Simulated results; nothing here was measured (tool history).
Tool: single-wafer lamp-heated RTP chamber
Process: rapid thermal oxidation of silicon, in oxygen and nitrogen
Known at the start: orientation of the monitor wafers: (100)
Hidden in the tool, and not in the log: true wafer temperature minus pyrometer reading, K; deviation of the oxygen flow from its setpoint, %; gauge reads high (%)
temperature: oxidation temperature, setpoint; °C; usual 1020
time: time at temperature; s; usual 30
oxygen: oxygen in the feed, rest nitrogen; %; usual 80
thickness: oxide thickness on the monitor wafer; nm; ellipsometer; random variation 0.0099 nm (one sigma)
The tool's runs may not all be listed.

| run | hour | temperature | time | oxygen | wafers since the last listed run | wafers since the last pyrometer calibration | hours since the oxygen flow controller was replaced | hours since the gauge calibration | read-back reference wafer on the same gauge, thickness | thickness |
|---|---|---|---|---|---|---|---|---|---|---|
| 1 | 0.0 | 1020 | 30 | 80 | 0 | 3397 | 4525.2 | 220.2 | 5.129 | 4.711 |
| 2 | 14.7 | 1020 | 40 | 80 | 108 | 3506 | 4539.9 | 234.9 | 5.128 | 5.303 |
| 3 | 37.5 | 1020 | 40 | 80 | 168 | 3675 | 4562.7 | 257.7 | 5.130 | 5.302 |
| 4 | 65.1 | 1020 | 40 | 80 | 204 | 3879 | 4590.3 | 285.3 | 5.128 | 5.318 |
| 5 | 78.8 | 1020 | 30 | 80 | 101 | 3981 | 4604.0 | 299.0 | 5.132 | 4.705 |
| 6 | 98.3 | 1020 | 30 | 80 | 144 | 4125 | 4623.5 | 318.5 | 5.131 | 4.696 |
| 7 | 117.8 | 1020 | 30 | 80 | 144 | 4269 | 4643.0 | 338.0 | 5.131 | 4.715 |
| 8 | 151.9 | 1020 | 30 | 70 | 252 | 4522 | 4677.1 | 372.1 | 5.130 | 4.490 |
| 9 | 168.7 | 1020 | 30 | 70 | 124 | 4646 | 4693.9 | 388.9 | 5.130 | 4.499 |
| 10 | 183.5 | 1020 | 30 | 70 | 109 | 4756 | 4708.7 | 403.7 | 5.131 | 4.499 |
|  | 193.8 | oxygen flow controller replaced |
| 11 | 207.6 | 1039 | 30 | 80 | 119 | 4875 | 13.8 | 427.8 | 5.128 | 5.356 |
|  | 245.0 | pyrometer window cleaned and pyrometer calibrated |
| 12 | 245.5 | 1039 | 30 | 80 | 221 | 3 | 51.7 | 465.7 | 5.128 | 5.281 |
| 13 | 261.9 | 1020 | 30 | 80 | 121 | 125 | 68.1 | 482.1 | 5.131 | 4.659 |
| 14 | 274.6 | 1034 | 30 | 88 | 94 | 219 | 80.8 | 494.8 | 5.128 | 5.274 |
| 15 | 286.6 | 1034 | 30 | 88 | 88 | 307 | 92.8 | 506.8 | 5.128 | 5.295 |
| 16 | 301.2 | 1034 | 30 | 88 | 108 | 415 | 107.4 | 521.4 | 5.131 | 5.298 |
| 17 | 320.8 | 1020 | 42 | 80 | 145 | 561 | 127.0 | 541.0 | 5.129 | 5.388 |
| 18 | 341.0 | 1035 | 20 | 80 | 149 | 710 | 147.2 | 561.2 | 5.130 | 4.385 |
| 19 | 356.7 | 1005 | 30 | 80 | 116 | 826 | 162.9 | 576.9 | 5.133 | 4.193 |
| 20 | 391.2 | 1020 | 30 | 60 | 255 | 1082 | 197.4 | 611.4 | 5.130 | 4.253 |
| 21 | 413.8 | 1020 | 30 | 80 | 167 | 1249 | 220.0 | 634.0 | 5.131 | 4.676 |
| 22 | 445.8 | 1020 | 30 | 80 | 236 | 1486 | 252.0 | 666.0 | 5.129 | 4.685 |
| 23 | 458.8 | 998 | 37 | 80 | 96 | 1582 | 265.0 | 679.0 | 5.128 | 4.381 |
| 24 | 474.1 | 1020 | 15 | 80 | 113 | 1695 | 280.3 | 694.3 | 5.130 | 3.574 |
| 25 | 488.8 | 992 | 23 | 97 | 108 | 1804 | 295.0 | 709.0 | 5.131 | 3.714 |
| 26 | 505.3 | 995 | 22 | 98 | 122 | 1926 | 311.5 | 725.5 | 5.130 | 3.744 |
| 27 | 565.2 | 1043 | 30 | 80 | 443 | 2370 | 371.4 | 785.4 | 5.131 | 5.483 |
| 28 | 597.2 | 1048 | 30 | 80 | 236 | 2607 | 403.4 | 817.4 | 5.132 | 5.682 |
| 29 | 610.0 | 1011 | 30 | 57 | 94 | 2701 | 416.2 | 830.2 | 5.130 | 3.974 |
| 30 | 625.4 | 1036 | 30 | 80 | 114 | 2815 | 431.6 | 845.6 | 5.129 | 5.249 |
|  | 635.1 | gauge calibrated |
| 31 | 646.9 | 1041 | 39 | 80 | 159 | 2975 | 453.1 | 11.8 | 5.130 | 6.060 |
| 32 | 679.4 | 998 | 30 | 98 | 240 | 3215 | 485.6 | 44.3 | 5.130 | 4.317 |
| 33 | 697.3 | 1020 | 20 | 80 | 132 | 3348 | 503.5 | 62.2 | 5.130 | 4.004 |
| 34 | 715.3 | 1040 | 21 | 98 | 133 | 3481 | 521.5 | 80.2 | 5.132 | 4.981 |
| 35 | 732.6 | 1020 | 30 | 80 | 128 | 3609 | 538.8 | 97.5 | 5.133 | 4.694 |
| 36 | 761.9 | 1020 | 30 | 80 | 216 | 3826 | 568.1 | 126.8 | 5.131 | 4.681 |
| 37 | 797.1 | 1020 | 30 | 66 | 260 | 4086 | 603.3 | 162.0 | 5.130 | 4.409 |
| 38 | 818.9 | 1020 | 30 | 80 | 161 | 4248 | 625.1 | 183.8 | 5.130 | 4.708 |
| 39 | 844.7 | 1020 | 19 | 60 | 190 | 4439 | 650.9 | 209.6 | 5.130 | 3.590 |

The tool's hidden state at each run:
deviation of the oxygen flow from its setpoint, %: 0 in every run
gauge reads high (%): 0 in every run
H1: true wafer temperature minus pyrometer reading, K
| run | H1 |
|---|---|
| 1 | 1.8 |
| 2 | 1.82 |
| 3 | 1.84 |
| 4 | 1.87 |
| 5 | 1.88 |
| 6 | 1.89 |
| 7 | 1.91 |
| 8 | 1.93 |
| 9 | 1.94 |
| 10 | 1.95 |
| 11 | 1.96 |
| 12 | 0.0569 |
| 13 | 0.19 |
| 14 | 0.288 |
| 15 | 0.375 |
| 16 | 0.475 |
| 17 | 0.6 |
| 18 | 0.718 |
| 19 | 0.803 |
| 20 | 0.971 |
| 21 | 1.07 |
| 22 | 1.19 |
| 23 | 1.24 |
| 24 | 1.29 |
| 25 | 1.33 |
| 26 | 1.38 |
| 27 | 1.53 |
| 28 | 1.59 |
| 29 | 1.61 |
| 30 | 1.64 |
| 31 | 1.67 |
| 32 | 1.72 |
| 33 | 1.74 |
| 34 | 1.76 |
| 35 | 1.78 |
| 36 | 1.81 |
| 37 | 1.84 |
| 38 | 1.86 |
| 39 | 1.87 |

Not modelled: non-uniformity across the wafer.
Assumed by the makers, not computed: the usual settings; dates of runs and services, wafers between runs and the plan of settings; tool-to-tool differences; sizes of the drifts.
